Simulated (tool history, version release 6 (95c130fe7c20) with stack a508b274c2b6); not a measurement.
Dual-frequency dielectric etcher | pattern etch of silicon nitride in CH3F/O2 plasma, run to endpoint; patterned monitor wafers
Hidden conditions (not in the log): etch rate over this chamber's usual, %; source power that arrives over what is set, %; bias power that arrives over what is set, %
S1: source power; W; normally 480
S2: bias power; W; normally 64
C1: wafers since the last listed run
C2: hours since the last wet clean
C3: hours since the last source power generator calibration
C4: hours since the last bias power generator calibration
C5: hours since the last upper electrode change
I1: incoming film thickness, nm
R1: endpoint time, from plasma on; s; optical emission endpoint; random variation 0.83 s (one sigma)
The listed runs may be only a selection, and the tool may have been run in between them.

run,hour,S1,S2,C1,C2,C3,C4,C5,I1,R1
1,0,480,64,0,140.4,2369.9,4350.2,3626.4,105.1,109
2,14.6,480,64,117,155,2384.5,4364.8,3641,104.5,108.3
3,22.3,480,71,61,162.7,2392.2,4372.5,3648.7,103.7,102.7
4,33.1,480,64,86,173.5,2403,4383.3,3659.5,104.3,107.7
5,64.5,480,64,252,204.9,2434.4,4414.7,3690.9,104.4,107.4
6,81,480,64,132,221.4,2450.9,4431.2,3707.4,104.4,106.9
7,94.4,510,52,107,234.8,2464.3,4444.6,3720.8,104,110.3
8,102.2,510,52,62,242.6,2472.1,4452.4,3728.6,104.9,110.7
9,113.9,510,52,93,254.3,2483.8,4464.1,3740.3,104.7,111.1
10,129,440,64,121,269.4,2498.9,4479.2,3755.4,104.3,112.1
11,181.6,440,64,422,322,2551.5,4531.8,3808,104.8,112.5
12,198.1,440,64,132,338.5,2568,4548.3,3824.5,103.7,108.8
13,209.1,480,64,88,349.5,2579,4559.3,3835.5,104.8,105.8
# hour 233.7: upper electrode replaced
14,234.2,480,64,8,374.6,2604.1,4584.4,0.5,104.3,106.1
15,234.6,530,70,3,375,2604.5,4584.8,0.9,103.9,96.3
16,248.2,480,76,109,388.6,2618.1,4598.4,14.5,104.7,98.5
17,263.5,520,50,122,403.9,2633.4,4613.7,29.8,105.1,111.6
18,278.9,480,64,123,419.3,2648.8,4629.1,45.2,103.9,104.9
# hour 320: source power generator calibrated
19,323.9,480,64,329,464.3,3.9,4674.1,90.2,104.9,105.1
20,341.7,520,64,142,482.1,21.7,4691.9,108,104.4,101
# hour 359.4: bias power generator calibrated
21,359.9,410,51,113,500.3,39.9,0.5,126.2,105.2,126.4
# hour 402.3: wet clean of the chamber
22,402.8,580,54,151,0.5,82.8,43.4,169.1,104.5,105.5
23,417.6,430,64,118,15.3,97.6,58.2,183.9,103.2,115.2
24,424.5,480,53,55,22.2,104.5,65.1,190.8,104,116.5
25,434.9,380,74,83,32.6,114.9,75.5,201.2,105.5,118.4
26,441,480,57,48,38.7,121,81.6,207.3,103.6,113
27,456.2,420,58,121,53.9,136.2,96.8,222.5,104.9,121.5
28,466.5,480,64,82,64.2,146.5,107.1,232.8,104.6,108.9
29,474.5,410,58,64,72.2,154.5,115.1,240.8,103.6,121.5
30,490.5,520,75,128,88.2,170.5,131.1,256.8,106,102
31,496.9,570,54,51,94.6,176.9,137.5,263.2,105.4,106.1
32,510.1,540,53,105,107.8,190.1,150.7,276.4,104.4,110.3
33,519.9,480,70,78,117.6,199.9,160.5,286.2,104.5,104.9
34,537.4,510,51,140,135.1,217.4,178,303.7,104.8,114.1

For some of the steps in R1 from one run to the next: how much would appear even if the tool had no hidden state, given the settings, what came in and random variation, and how much remains for the hidden state plus any gauge scatter that the measured result and the result without hidden state don't share?
Run 16 -> 17: S1 480 -> 520, S2 76 -> 50. R1 +13.1 s: hidden state -0.7, all else +13.8.
Run 20 -> 21: S1 520 -> 410, S2 64 -> 51, bias power generator calibrated. R1 +25.4 s: hidden state -1.5, all else +26.9.
Run 21 -> 22: S1 410 -> 580, S2 51 -> 54, wet clean of the chamber. R1 -20.9 s: hidden state +6.7, all else -27.6.
Run 29 -> 30: S1 410 -> 520, S2 58 -> 75. R1 -19.5 s: hidden state +0, all else -19.5.
